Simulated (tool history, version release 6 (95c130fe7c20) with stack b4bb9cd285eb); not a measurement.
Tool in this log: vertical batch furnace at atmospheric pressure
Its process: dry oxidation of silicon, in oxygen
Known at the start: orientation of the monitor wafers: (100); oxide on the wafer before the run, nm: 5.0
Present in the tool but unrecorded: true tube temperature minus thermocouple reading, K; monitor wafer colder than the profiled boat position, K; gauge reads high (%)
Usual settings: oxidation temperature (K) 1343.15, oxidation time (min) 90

| run | hour | oxidation temperature (K) | oxidation time (min) | wafers since the last listed run | hours since the last temperature calibration | hours since the boat lift was adjusted | hours since the gauge calibration | read-back reference wafer on the same gauge, thickness | oxide thickness on the monitor wafer (nm) |
|---|---|---|---|---|---|---|---|---|---|
| 1 | 0 | 1343.15 | 90 | 0 | 2610.7 | 1998.2 | 466.7 | 126.89 | 127.52 |
| 2 | 80.6 | 1343.15 | 90 | 710 | 2691.3 | 2078.8 | 547.3 | 127.1 | 127.17 |
| 3 | 96.9 | 1343.15 | 90 | 143 | 2707.6 | 2095.1 | 563.6 | 126.95 | 126.64 |
| 4 | 118.1 | 1343.15 | 90 | 186 | 2728.8 | 2116.3 | 584.8 | 126.94 | 127.57 |
| 5 | 136.5 | 1343.15 | 90 | 162 | 2747.2 | 2134.7 | 603.2 | 127.07 | 125.92 |
| 6 | 160.4 | 1343.15 | 90 | 210 | 2771.1 | 2158.6 | 627.1 | 127.35 | 126.4 |
| 7 | 185.3 | 1343.15 | 90 | 219 | 2796 | 2183.5 | 652 | 126.99 | 125.66 |
| 8 | 203.9 | 1343.15 | 90 | 164 | 2814.6 | 2202.1 | 670.6 | 127 | 125.57 |
| 9 | 236.4 | 1356.15 | 116 | 286 | 2847.1 | 2234.6 | 703.1 | 126.6 | 163.17 |
| 10 | 248.6 | 1356.15 | 116 | 107 | 2859.3 | 2246.8 | 715.3 | 127.08 | 162.75 |
|  | 273.9 | boat lift adjusted |
| 11 | 314.9 | 1356.15 | 116 | 373 | 2925.6 | 41 | 781.6 | 127.21 | 162.58 |
|  | 333 | gauge calibrated |
| 12 | 338.3 | 1343.15 | 114 | 206 | 2949 | 64.4 | 5.3 | 127.02 | 146.67 |
| 13 | 353.8 | 1343.15 | 114 | 136 | 2964.5 | 79.9 | 20.8 | 126.9 | 146.53 |
| 14 | 374.7 | 1343.15 | 114 | 184 | 2985.4 | 100.8 | 41.7 | 126.96 | 146.86 |
| 15 | 389.5 | 1343.15 | 90 | 130 | 3000.2 | 115.6 | 56.5 | 126.95 | 126.13 |
| 16 | 423.8 | 1351.15 | 55.5 | 302 | 3034.5 | 149.9 | 90.8 | 126.92 | 99.61 |
| 17 | 438.9 | 1343.15 | 116.5 | 133 | 3049.6 | 165 | 105.9 | 126.76 | 146.88 |

Run 18 has not been measured yet. What should we expect?
| 18 | 473.6 | 1357.15 | 90 | 306 | 3084.3 | 199.7 | 140.6 | ? | ? |

Run 18 came out at read-back reference wafer on the same gauge, thickness 126.92, oxide thickness on the monitor wafer (nm) 139.97.
The same run, on a tool lacking any hidden state, would have yielded oxide thickness on the monitor wafer (nm) 139.97.

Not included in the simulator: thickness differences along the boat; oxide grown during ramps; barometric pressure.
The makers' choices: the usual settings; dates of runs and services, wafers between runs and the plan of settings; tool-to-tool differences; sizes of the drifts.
